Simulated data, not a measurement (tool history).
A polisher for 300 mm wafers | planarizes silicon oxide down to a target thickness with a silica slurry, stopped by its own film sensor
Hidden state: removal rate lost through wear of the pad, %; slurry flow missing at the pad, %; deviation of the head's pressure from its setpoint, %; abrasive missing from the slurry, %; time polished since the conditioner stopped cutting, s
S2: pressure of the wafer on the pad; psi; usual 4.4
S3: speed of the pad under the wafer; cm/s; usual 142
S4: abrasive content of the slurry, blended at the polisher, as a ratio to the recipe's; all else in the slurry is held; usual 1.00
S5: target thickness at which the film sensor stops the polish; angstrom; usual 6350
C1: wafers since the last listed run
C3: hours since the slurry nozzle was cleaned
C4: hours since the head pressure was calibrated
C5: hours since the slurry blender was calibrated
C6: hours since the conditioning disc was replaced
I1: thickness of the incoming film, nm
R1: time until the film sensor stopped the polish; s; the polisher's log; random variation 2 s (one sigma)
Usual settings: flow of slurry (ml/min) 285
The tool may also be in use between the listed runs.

{"run": 1, "day": 0.0, "flow of slurry (ml/min)": 285, "S2": 4.4, "S3": 142, "S4": 1.0, "S5": 6350, "C1": 0, "wafers polished on this pad": 304, "C3": 532.1, "C4": 194.1, "C5": 178.1, "C6": 119.5, "I1": 1044.7, "R1": 94.0}
{"day": 2.488, "done": "worn pad replaced by a new one"}
{"run": 2, "day": 2.521, "flow of slurry (ml/min)": 285, "S2": 4.4, "S3": 142, "S4": 1.0, "S5": 6350, "C1": 365, "wafers polished on this pad": 4, "C3": 592.6, "C4": 254.6, "C5": 238.6, "C6": 180.0, "I1": 1019.7, "R1": 87.5}
{"day": 3.433, "done": "conditioning disc replaced and pad reconditioned"}
{"run": 3, "day": 4.042, "flow of slurry (ml/min)": 285, "S2": 4.4, "S3": 142, "S4": 1.0, "S5": 6350, "C1": 222, "wafers polished on this pad": 227, "C3": 629.1, "C4": 291.1, "C5": 275.1, "C6": 14.6, "I1": 1035.6, "R1": 90.7}
{"run": 4, "day": 5.192, "flow of slurry (ml/min)": 360, "S2": 4.4, "S3": 142, "S4": 1.0, "S5": 7270, "C1": 178, "wafers polished on this pad": 406, "C3": 656.7, "C4": 318.7, "C5": 302.7, "C6": 42.2, "I1": 1041.3, "R1": 68.0}
{"run": 5, "day": 7.146, "flow of slurry (ml/min)": 360, "S2": 4.4, "S3": 142, "S4": 1.0, "S5": 7270, "C1": 303, "wafers polished on this pad": 709, "C3": 703.6, "C4": 365.6, "C5": 349.6, "C6": 89.1, "I1": 1057.0, "R1": 73.6}
{"day": 7.896, "done": "worn pad replaced by a new one"}
{"day": 8.458, "done": "slurry nozzle cleaned"}
{"run": 6, "day": 9.438, "flow of slurry (ml/min)": 250, "S2": 4.4, "S3": 142, "S4": 1.2, "S5": 6350, "C1": 323, "wafers polished on this pad": 232, "C3": 23.5, "C4": 420.6, "C5": 404.6, "C6": 144.1, "I1": 1040.5, "R1": 86.5}
{"day": 9.633, "done": "slurry blender recalibrated"}
{"day": 10.1, "done": "head pressure recalibrated"}
{"run": 7, "day": 10.867, "flow of slurry (ml/min)": 250, "S2": 4.4, "S3": 142, "S4": 1.2, "S5": 6350, "C1": 195, "wafers polished on this pad": 428, "C3": 57.8, "C4": 18.4, "C5": 29.6, "C6": 178.4, "I1": 1057.1, "R1": 97.0}
{"day": 11.692, "done": "conditioning disc replaced and pad reconditioned"}
{"run": 8, "day": 12.412, "flow of slurry (ml/min)": 285, "S2": 4.4, "S3": 142, "S4": 1.2, "S5": 6350, "C1": 226, "wafers polished on this pad": 655, "C3": 94.9, "C4": 55.5, "C5": 66.7, "C6": 17.3, "I1": 1038.0, "R1": 90.0}
{"day": 13.454, "done": "worn pad replaced by a new one"}
{"run": 9, "day": 15.038, "flow of slurry (ml/min)": 360, "S2": 4.4, "S3": 142, "S4": 1.0, "S5": 7270, "C1": 381, "wafers polished on this pad": 245, "C3": 157.9, "C4": 118.5, "C5": 129.7, "C6": 80.3, "I1": 1051.7, "R1": 74.0}
{"run": 10, "day": 16.925, "flow of slurry (ml/min)": 235, "S2": 3.7, "S3": 190, "S4": 1.0, "S5": 6350, "C1": 292, "wafers polished on this pad": 537, "C3": 203.2, "C4": 163.8, "C5": 175.0, "C6": 125.6, "I1": 1039.4, "R1": 93.9}
{"run": 11, "day": 18.271, "flow of slurry (ml/min)": 250, "S2": 3.3, "S3": 142, "S4": 1.25, "S5": 6350, "C1": 208, "wafers polished on this pad": 746, "C3": 235.5, "C4": 196.1, "C5": 207.3, "C6": 157.9, "I1": 1048.0, "R1": 109.4}
{"day": 18.896, "done": "worn pad replaced by a new one"}
{"day": 19.008, "done": "conditioning disc replaced and pad reconditioned"}
{"run": 12, "day": 19.567, "flow of slurry (ml/min)": 285, "S2": 4.4, "S3": 142, "S4": 1.0, "S5": 6350, "C1": 162, "wafers polished on this pad": 90, "C3": 266.6, "C4": 227.2, "C5": 238.4, "C6": 13.4, "I1": 1044.2, "R1": 93.9}
{"run": 13, "day": 20.679, "flow of slurry (ml/min)": 375, "S2": 4.4, "S3": 142, "S4": 1.25, "S5": 7200, "C1": 172, "wafers polished on this pad": 263, "C3": 293.3, "C4": 253.9, "C5": 265.1, "C6": 40.1, "I1": 1039.3, "R1": 65.6}
{"run": 14, "day": 22.138, "flow of slurry (ml/min)": 285, "S2": 4.4, "S3": 166, "S4": 1.0, "S5": 5940, "C1": 226, "wafers polished on this pad": 489, "C3": 328.3, "C4": 288.9, "C5": 300.1, "C6": 75.1, "I1": 1050.6, "R1": 95.9}
{"day": 24.442, "done": "worn pad replaced by a new one"}
{"run": 15, "day": 24.825, "flow of slurry (ml/min)": 315, "S2": 3.1, "S3": 120, "S4": 1.2, "S5": 6350, "C1": 390, "wafers polished on this pad": 59, "C3": 392.8, "C4": 353.4, "C5": 364.6, "C6": 139.6, "I1": 1050.4, "R1": 124.2}

Forecast each of these 5 alternatives for the next run:
{"run": "A", "day": 24.842, "flow of slurry (ml/min)": 285, "S2": 4.4, "S3": 142, "S4": 1.0, "S5": 5750, "C1": 2, "wafers polished on this pad": 61, "C3": 393.2, "C4": 353.8, "C5": 365.0, "C6": 140.0, "I1": 1028.1, "R1": "?"}
{"run": "B", "day": 24.842, "flow of slurry (ml/min)": 230, "S2": 4.4, "S3": 158, "S4": 0.75, "S5": 6350, "C1": 2, "wafers polished on this pad": 61, "C3": 393.2, "C4": 353.8, "C5": 365.0, "C6": 140.0, "I1": 1028.1, "R1": "?"}
{"run": "C", "day": 24.842, "flow of slurry (ml/min)": 220, "S2": 4.4, "S3": 142, "S4": 1.0, "S5": 5180, "C1": 2, "wafers polished on this pad": 61, "C3": 393.2, "C4": 353.8, "C5": 365.0, "C6": 140.0, "I1": 1028.1, "R1": "?"}
{"run": "D", "day": 24.842, "flow of slurry (ml/min)": 385, "S2": 4.4, "S3": 142, "S4": 1.0, "S5": 6350, "C1": 2, "wafers polished on this pad": 61, "C3": 393.2, "C4": 353.8, "C5": 365.0, "C6": 140.0, "I1": 1028.1, "R1": "?"}
{"run": "E", "day": 24.842, "flow of slurry (ml/min)": 365, "S2": 4.4, "S3": 142, "S4": 1.0, "S5": 6860, "C1": 2, "wafers polished on this pad": 61, "C3": 393.2, "C4": 353.8, "C5": 365.0, "C6": 140.0, "I1": 1028.1, "R1": "?"}

run=A R1=106.6
run=B R1=103.9
run=C R1=123.8
run=D R1=90.1
run=E R1=78.7
Without the tool's hidden state the same runs would have given:
run=A R1=117.9
run=B R1=114.9
run=C R1=137.0
run=D R1=99.6
run=E R1=87.1
